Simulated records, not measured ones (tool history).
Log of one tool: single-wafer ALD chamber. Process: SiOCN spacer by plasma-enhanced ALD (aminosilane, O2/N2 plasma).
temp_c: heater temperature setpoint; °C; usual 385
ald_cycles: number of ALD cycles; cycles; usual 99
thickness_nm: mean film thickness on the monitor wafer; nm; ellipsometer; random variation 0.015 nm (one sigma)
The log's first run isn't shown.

run   hour  temp_c  ald_cycles  wafers since the last listed run  hours since the last thermocouple change  hours since the gauge calibration  read-back reference wafer on the same gauge, thickness_nm  thickness_nm
  2   24.0     385          99                                75                                    2299.4                              720.7                                                      6.001         6.073
  3   50.4     385          99                                82                                    2325.8                              747.1                                                      5.999         6.073
  4  151.3     385          99                               316                                    2426.7                              848.0                                                      6.002         6.078
  5  203.8     385          99                               164                                    2479.2                              900.5                                                      5.998         6.086
  6  235.4     378         103                                99                                    2510.8                              932.1                                                      5.997         6.306
  7  263.6     385          93                                88                                    2539.0                              960.3                                                      5.999         5.696
  8  293.7     385          93                                94                                    2569.1                              990.4                                                      6.002         5.707
  9  323.0     385          93                                91                                    2598.4                             1019.7                                                      6.001         5.680
 10  353.4     385          99                                95                                    2628.8                             1050.1                                                      5.999         6.070
 11  388.0     385          99                               108                                    2663.4                             1084.7                                                      6.001         6.058
 12  403.3     385          99                                48                                    2678.7                             1100.0                                                      6.002         6.075
     435.6  -- gauge calibrated
     438.2  -- thermocouple changed; heater temperature recalibrated
 13  438.7     385          99                                85                                       0.5                                3.1                                                      6.000         6.044
 14  465.2     373          99                                83                                      27.0                               29.6                                                      6.001         6.037
 15  493.5     392          99                                88                                      55.3                               57.9                                                      6.000         6.065
 16  587.0     392          99                               293                                     148.8                              151.4                                                      6.001         6.072

Forecast run 17:
 17  621.5     374         106                               108                                     183.3                              185.9                                                          ?             ?

{"run 17": {"read-back reference wafer on the same gauge, thickness_nm": 6.001, "thickness_nm": 6.489}}
Without the tool's hidden state the same run would have given thickness_nm 6.489 nm.
